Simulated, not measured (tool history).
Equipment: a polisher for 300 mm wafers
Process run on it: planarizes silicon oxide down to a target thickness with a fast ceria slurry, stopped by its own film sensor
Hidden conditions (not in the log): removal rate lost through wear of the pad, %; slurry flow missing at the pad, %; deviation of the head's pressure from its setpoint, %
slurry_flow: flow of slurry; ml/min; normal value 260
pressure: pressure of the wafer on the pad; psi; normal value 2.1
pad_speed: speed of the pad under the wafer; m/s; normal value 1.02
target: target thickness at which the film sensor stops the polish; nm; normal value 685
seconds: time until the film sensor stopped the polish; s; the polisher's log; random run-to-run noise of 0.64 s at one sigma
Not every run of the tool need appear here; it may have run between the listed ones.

| run | hour | slurry_flow | pressure | pad_speed | target | wafers since the last listed run | wafers polished on this pad | hours since the slurry nozzle was cleaned | hours since the head pressure was calibrated | incoming thickness of the incoming film, nm | seconds |
|---|---|---|---|---|---|---|---|---|---|---|---|
| 1 | 0.0 | 260 | 2.1 | 1.02 | 685 | 0 | 438 | 177.7 | 99.0 | 1180.3 | 55.7 |
| 2 | 37.2 | 260 | 2.1 | 1.02 | 685 | 580 | 1018 | 214.9 | 136.2 | 1175.0 | 53.6 |
| 3 | 98.2 | 260 | 2.1 | 1.02 | 685 | 951 | 1969 | 275.9 | 197.2 | 1178.3 | 54.7 |
| 4 | 127.3 | 260 | 2.1 | 1.02 | 685 | 453 | 2423 | 305.0 | 226.3 | 1181.8 | 55.2 |
|  | 153.0 | slurry nozzle cleaned |
|  | 155.1 | worn pad replaced by a new one |
| 5 | 170.3 | 260 | 1.7 | 1.02 | 685 | 621 | 236 | 17.3 | 269.3 | 1167.3 | 64.4 |
| 6 | 199.8 | 260 | 1.7 | 1.02 | 685 | 460 | 696 | 46.8 | 298.8 | 1185.5 | 68.0 |
| 7 | 258.2 | 260 | 1.7 | 1.02 | 685 | 910 | 1607 | 105.2 | 357.2 | 1176.9 | 66.7 |
| 8 | 289.9 | 260 | 2.1 | 1.02 | 558 | 494 | 2102 | 136.9 | 388.9 | 1193.7 | 69.9 |
|  | 298.3 | worn pad replaced by a new one |
| 9 | 361.4 | 260 | 2.1 | 1.02 | 558 | 1052 | 984 | 208.4 | 460.4 | 1165.2 | 67.9 |
| 10 | 396.0 | 260 | 2.1 | 1.02 | 748 | 539 | 1524 | 243.0 | 495.0 | 1162.5 | 46.2 |
| 11 | 466.8 | 260 | 2.1 | 1.02 | 685 | 1104 | 2628 | 313.8 | 565.8 | 1169.4 | 52.3 |
|  | 477.0 | worn pad replaced by a new one |
| 12 | 505.2 | 215 | 1.5 | 0.88 | 789 | 536 | 439 | 352.2 | 604.2 | 1184.6 | 72.8 |
| 13 | 536.8 | 260 | 2.1 | 1.02 | 685 | 492 | 932 | 383.8 | 635.8 | 1171.6 | 54.1 |
|  | 556.7 | slurry nozzle cleaned |
| 14 | 574.2 | 260 | 2.1 | 1.02 | 685 | 567 | 1499 | 17.5 | 673.2 | 1178.0 | 54.4 |
|  | 579.0 | head pressure recalibrated |
| 15 | 610.1 | 200 | 2.1 | 0.72 | 685 | 528 | 2028 | 53.4 | 31.1 | 1180.7 | 81.1 |
|  | 625.7 | worn pad replaced by a new one |
| 16 | 673.8 | 200 | 1.8 | 0.86 | 819 | 931 | 750 | 117.1 | 94.8 | 1183.1 | 57.3 |
| 17 | 739.5 | 260 | 2.1 | 1.02 | 596 | 1024 | 1775 | 182.8 | 160.5 | 1183.3 | 64.5 |
| 18 | 799.0 | 260 | 2.1 | 1.18 | 685 | 928 | 2703 | 242.3 | 220.0 | 1171.6 | 46.7 |
|  | 805.1 | worn pad replaced by a new one |
| 19 | 839.3 | 185 | 1.7 | 0.66 | 803 | 566 | 533 | 282.6 | 260.3 | 1181.7 | 82.1 |

Describe how what the log doesn't record of the tool's condition differs between the last listed run preceding each entry between runs and the first listed run following it.
Run 4 -> run 5: slurry nozzle cleaned (hour 153.0); worn pad replaced by a new one (hour 155.1)
  no difference in the tool's unlogged condition between these two runs
Run 8 -> run 9: worn pad replaced by a new one (hour 298.3)
  no difference in the tool's unlogged condition between these two runs
Run 11 -> run 12: worn pad replaced by a new one (hour 477.0)
  no difference in the tool's unlogged condition between these two runs
Run 13 -> run 14: slurry nozzle cleaned (hour 556.7)
  no difference in the tool's unlogged condition between these two runs
Run 14 -> run 15: head pressure recalibrated (hour 579.0)
  no difference in the tool's unlogged condition between these two runs
Run 15 -> run 16: worn pad replaced by a new one (hour 625.7)
  no difference in the tool's unlogged condition between these two runs
Run 18 -> run 19: worn pad replaced by a new one (hour 805.1)
  no difference in the tool's unlogged condition between these two runs
